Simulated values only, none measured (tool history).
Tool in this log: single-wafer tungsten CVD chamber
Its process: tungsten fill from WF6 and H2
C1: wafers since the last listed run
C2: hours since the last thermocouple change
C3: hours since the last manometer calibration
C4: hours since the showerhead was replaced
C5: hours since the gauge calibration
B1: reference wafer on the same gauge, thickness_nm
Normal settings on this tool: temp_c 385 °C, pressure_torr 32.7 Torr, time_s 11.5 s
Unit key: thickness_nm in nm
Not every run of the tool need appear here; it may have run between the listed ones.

run 1 hour=0 | temp_c=375 pressure_torr=30.7 time_s=11.5 | C1=0 C2=1428 C3=2344.8 C4=2912.9 C5=494.9 | B1=26.491 | thickness_nm=23.643
run 2 hour=34.2 | temp_c=375 pressure_torr=30.7 time_s=11.5 | C1=714 C2=1462.2 C3=2379 C4=2947.1 C5=529.1 | B1=26.508 | thickness_nm=23.578
run 3 hour=46.5 | temp_c=375 pressure_torr=30.7 time_s=11.5 | C1=256 C2=1474.5 C3=2391.3 C4=2959.4 C5=541.4 | B1=26.505 | thickness_nm=23.64
run 4 hour=79.4 | temp_c=385 pressure_torr=35.8 time_s=11.5 | C1=687 C2=1507.4 C3=2424.2 C4=2992.3 C5=574.3 | B1=26.503 | thickness_nm=30.412
run 5 hour=101.6 | temp_c=385 pressure_torr=35.8 time_s=11.5 | C1=463 C2=1529.6 C3=2446.4 C4=3014.5 C5=596.5 | B1=26.507 | thickness_nm=30.364
run 6 hour=118.8 | temp_c=385 pressure_torr=35.8 time_s=11.5 | C1=359 C2=1546.8 C3=2463.6 C4=3031.7 C5=613.7 | B1=26.491 | thickness_nm=30.441
run 7 hour=145.4 | temp_c=385 pressure_torr=32.7 time_s=11.5 | C1=555 C2=1573.4 C3=2490.2 C4=3058.3 C5=640.3 | B1=26.486 | thickness_nm=29.257
run 8 hour=170.8 | temp_c=385 pressure_torr=32.7 time_s=11.5 | C1=530 C2=1598.8 C3=2515.6 C4=3083.7 C5=665.7 | B1=26.501 | thickness_nm=29.209
run 9 hour=198.3 | temp_c=385 pressure_torr=32.7 time_s=11.5 | C1=574 C2=1626.3 C3=2543.1 C4=3111.2 C5=693.2 | B1=26.497 | thickness_nm=29.314
run 10 hour=214.8 | temp_c=385 pressure_torr=32.7 time_s=11.5 | C1=344 C2=1642.8 C3=2559.6 C4=3127.7 C5=709.7 | B1=26.496 | thickness_nm=29.287
-- hour=228.4 gauge calibrated
run 11 hour=230 | temp_c=385 pressure_torr=32.7 time_s=11.5 | C1=317 C2=1658 C3=2574.8 C4=3142.9 C5=1.6 | B1=26.507 | thickness_nm=29.375
-- hour=258.9 capacitance manometer re-zeroed and calibrated
run 12 hour=261.7 | temp_c=385 pressure_torr=32.7 time_s=11.5 | C1=495 C2=1689.7 C3=2.8 C4=3174.6 C5=33.3 | B1=26.504 | thickness_nm=28.268
run 13 hour=274 | temp_c=385 pressure_torr=32.7 time_s=11.5 | C1=256 C2=1702 C3=15.1 C4=3186.9 C5=45.6 | B1=26.501 | thickness_nm=28.221
run 14 hour=302.5 | temp_c=388 pressure_torr=27.4 time_s=11.5 | C1=595 C2=1730.5 C3=43.6 C4=3215.4 C5=74.1 | B1=26.502 | thickness_nm=27.338
-- hour=323.7 showerhead replaced
-- hour=326.7 thermocouple changed; heater temperature recalibrated
run 15 hour=335.6 | temp_c=378 pressure_torr=32.7 time_s=10.3 | C1=461 C2=8.9 C3=76.7 C4=11.9 C5=107.2 | B1=26.511 | thickness_nm=21.571
run 16 hour=361.4 | temp_c=385 pressure_torr=32.7 time_s=11.5 | C1=539 C2=34.7 C3=102.5 C4=37.7 C5=133 | B1=26.5 | thickness_nm=27.118
run 17 hour=396.1 | temp_c=373 pressure_torr=38.3 time_s=12.2 | C1=724 C2=69.4 C3=137.2 C4=72.4 C5=167.7 | B1=26.494 | thickness_nm=25.177
run 18 hour=430.6 | temp_c=385 pressure_torr=28.7 time_s=11.5 | C1=720 C2=103.9 C3=171.7 C4=106.9 C5=202.2 | B1=26.494 | thickness_nm=25.517
run 19 hour=448 | temp_c=371 pressure_torr=29.2 time_s=10.3 | C1=363 C2=121.3 C3=189.1 C4=124.3 C5=219.6 | B1=26.49 | thickness_nm=17.92
run 20 hour=473.4 | temp_c=385 pressure_torr=30.2 time_s=11.5 | C1=530 C2=146.7 C3=214.5 C4=149.7 C5=245 | B1=26.5 | thickness_nm=26.192
run 21 hour=492.6 | temp_c=399 pressure_torr=32.7 time_s=12.2 | C1=401 C2=165.9 C3=233.7 C4=168.9 C5=264.2 | B1=26.5 | thickness_nm=36.717
run 22 hour=519.2 | temp_c=376 pressure_torr=39 time_s=11.5 | C1=555 C2=192.5 C3=260.3 C4=195.5 C5=290.8 | B1=26.489 | thickness_nm=25.29
run 23 hour=546.6 | temp_c=385 pressure_torr=32.7 time_s=12.1 | C1=572 C2=219.9 C3=287.7 C4=222.9 C5=318.2 | B1=26.503 | thickness_nm=28.595
run 24 hour=565.1 | temp_c=370 pressure_torr=32.7 time_s=12.3 | C1=386 C2=238.4 C3=306.2 C4=241.4 C5=336.7 | B1=26.494 | thickness_nm=22.291
run 25 hour=581.1 | temp_c=385 pressure_torr=32.7 time_s=11.5 | C1=334 C2=254.4 C3=322.2 C4=257.4 C5=352.7 | B1=26.494 | thickness_nm=27.291
run 26 hour=601.5 | temp_c=385 pressure_torr=32.7 time_s=13.7 | C1=426 C2=274.8 C3=342.6 C4=277.8 C5=373.1 | B1=26.498 | thickness_nm=32.61
run 27 hour=614 | temp_c=385 pressure_torr=32.7 time_s=11.5 | C1=261 C2=287.3 C3=355.1 C4=290.3 C5=385.6 | B1=26.507 | thickness_nm=27.265
run 28 hour=628.5 | temp_c=400 pressure_torr=26.7 time_s=11.5 | C1=302 C2=301.8 C3=369.6 C4=304.8 C5=400.1 | B1=26.497 | thickness_nm=31.82
run 29 hour=661.5 | temp_c=377 pressure_torr=35.1 time_s=9.5 | C1=689 C2=334.8 C3=402.6 C4=337.8 C5=433.1 | B1=26.494 | thickness_nm=20.256

5 ways to go on from here, each from the tool as it stands after run 29. What would each give?
run A hour=661.9 | temp_c=385 pressure_torr=32.7 time_s=11.5 | C1=8 C2=335.2 C3=403 C4=338.2 C5=433.5 | B1=? | thickness_nm=?
run B hour=661.9 | temp_c=385 pressure_torr=36.5 time_s=10.3 | C1=8 C2=335.2 C3=403 C4=338.2 C5=433.5 | B1=? | thickness_nm=?
run C hour=661.9 | temp_c=385 pressure_torr=39.4 time_s=11.5 | C1=8 C2=335.2 C3=403 C4=338.2 C5=433.5 | B1=? | thickness_nm=?
run D hour=661.9 | temp_c=378 pressure_torr=35.7 time_s=10.1 | C1=8 C2=335.2 C3=403 C4=338.2 C5=433.5 | B1=? | thickness_nm=?
run E hour=661.9 | temp_c=390 pressure_torr=38.4 time_s=9.2 | C1=8 C2=335.2 C3=403 C4=338.2 C5=433.5 | B1=? | thickness_nm=?

run=A B1=26.5 thickness_nm=27.222
run=B B1=26.5 thickness_nm=25.701
run=C B1=26.5 thickness_nm=29.778
run=D B1=26.5 thickness_nm=22.033
run=E B1=26.5 thickness_nm=25.642
With no hidden state in the tool, these same runs would have given:
run=A thickness_nm=27.065
run=B thickness_nm=25.554
run=C thickness_nm=29.61
run=D thickness_nm=21.907
run=E thickness_nm=25.495
